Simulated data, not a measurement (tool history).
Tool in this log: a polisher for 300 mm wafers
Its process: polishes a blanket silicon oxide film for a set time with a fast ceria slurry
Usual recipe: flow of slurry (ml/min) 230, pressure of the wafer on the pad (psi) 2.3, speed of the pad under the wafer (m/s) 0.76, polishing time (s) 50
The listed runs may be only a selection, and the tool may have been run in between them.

run     day  flow of slurry (ml/min)  pressure of the wafer on the pad (psi)  speed of the pad under the wafer (m/s)  polishing time (s)  incoming thickness of the incoming film, nm  film removed (nm)
  1       0                      230                                     2.3                                    0.76                  50                                       3189.8              384.3
  2   1.758                      230                                     2.3                                    0.76                  50                                       3242.5              388.4
  3   3.608                      230                                     2.3                                    0.76                  50                                       3174.1              376.9
      4.175  -- worn pad replaced by a new one, of another model than before
  4   4.329                      230                                     2.3                                    0.76                  50                                       3165.3                412
  5   4.688                      230                                     2.3                                    0.76                  50                                       3195.4              405.3
  6   5.388                      230                                     2.3                                    0.76                  50                                         3184                408
      5.496  -- head pressure recalibrated
  7   5.767                      230                                     1.8                                    0.76                  45                                       3222.7              349.9
  8   6.225                      230                                     2.3                                    0.76                  50                                       3217.2              431.1
  9   6.704                      230                                     2.3                                    0.76                  50                                       3186.8              429.7
 10   7.083                      230                                     2.3                                    0.76                  50                                       3211.6              421.4
 11   7.588                      230                                     1.9                                    0.76                  42                                       3192.7              326.7
 12   8.133                      230                                     2.3                                    0.76                  45                                       3179.8              372.8
      8.908  -- slurry nozzle cleaned
      8.938  -- worn pad replaced by a new one
 13   9.108                      230                                     2.3                                    0.76                  45                                       3182.6              371.9
 14  10.638                      230                                     2.3                                    0.76                  45                                       3196.8                371
 15  10.975                      230                                     2.7                                       1                  50                                       3177.2              535.8
 16  11.592                      230                                     1.8                                    0.64                  59                                       3214.9              383.1
 17  11.862                      230                                     2.7                                    0.66                  50                                       3236.3              413.3
 18   12.15                      230                                     2.3                                    0.76                  50                                       3226.1              418.3
 19  12.762                      230                                     2.3                                    0.76                  50                                       3185.3              410.4
 20  13.346                      165                                     2.8                                    0.76                  50                                       3186.4              394.5
     14.192  -- worn pad replaced by a new one
 21  14.212                      305                                       2                                       1                  50                                       3182.3              485.7
 22  14.562                      230                                     2.8                                    0.76                  50                                       3159.3              462.5
 23  15.225                      230                                     2.3                                    0.76                  50                                       3154.7              408.3
 24  15.521                      195                                     2.3                                    0.96                  50                                         3158              455.5
 25  16.204                      230                                     2.3                                     0.9                  50                                       3215.3              455.4
 26  16.942                      230                                     2.3                                    0.76                  50                                       3229.1              416.4
 27  17.388                      230                                     2.3                                    0.76                  50                                       3198.9              404.3
 28  17.762                      230                                     2.3                                    0.94                  50                                       3151.8                478
 29   18.15                      230                                     1.9                                    0.76                  42                                       3189.4              311.2
 30  18.504                      230                                     1.9                                    0.56                  35                                       3174.2              216.5
 31  19.017                      205                                     2.6                                    0.54                  50                                       3191.1                340
     19.075  -- slurry nozzle cleaned
     19.804  -- worn pad replaced by a new one
 32  19.825                      230                                     2.3                                    0.76                  50                                         3145              400.8
 33  20.288                      230                                     2.3                                    0.76                  50                                       3226.6              403.5
 34  21.958                      230                                     2.3                                    0.76                  50                                       3198.2              404.2
 35  22.325                      270                                     2.3                                    0.76                  50                                       3174.8              416.3
 36  22.596                      250                                     2.3                                    0.76                  34                                       3150.5              278.3

5 options for the next run, each taken on its own from the tool as it stands now. Forecast them:
  A  22.612                      230                                     2.3                                    0.76                  50                                       3230.4                  ?
  B  22.612                      250                                     2.3                                    0.76                  43                                       3230.4                  ?
  C  22.612                      230                                     2.5                                    0.76                  35                                       3230.4                  ?
  D  22.612                      295                                     2.3                                     0.9                  41                                       3230.4                  ?
  E  22.612                      275                                     2.3                                    0.76                  50                                       3230.4                  ?

run  film removed (nm)
  A              396.3
  B              346.6
  C              289.8
  D              378.8
  E              409.3
With no hidden state in the tool, these same runs would have given:
run  film removed (nm)
  A              424.1
  B                371
  C              310.1
  D              405.5
  E              438.1
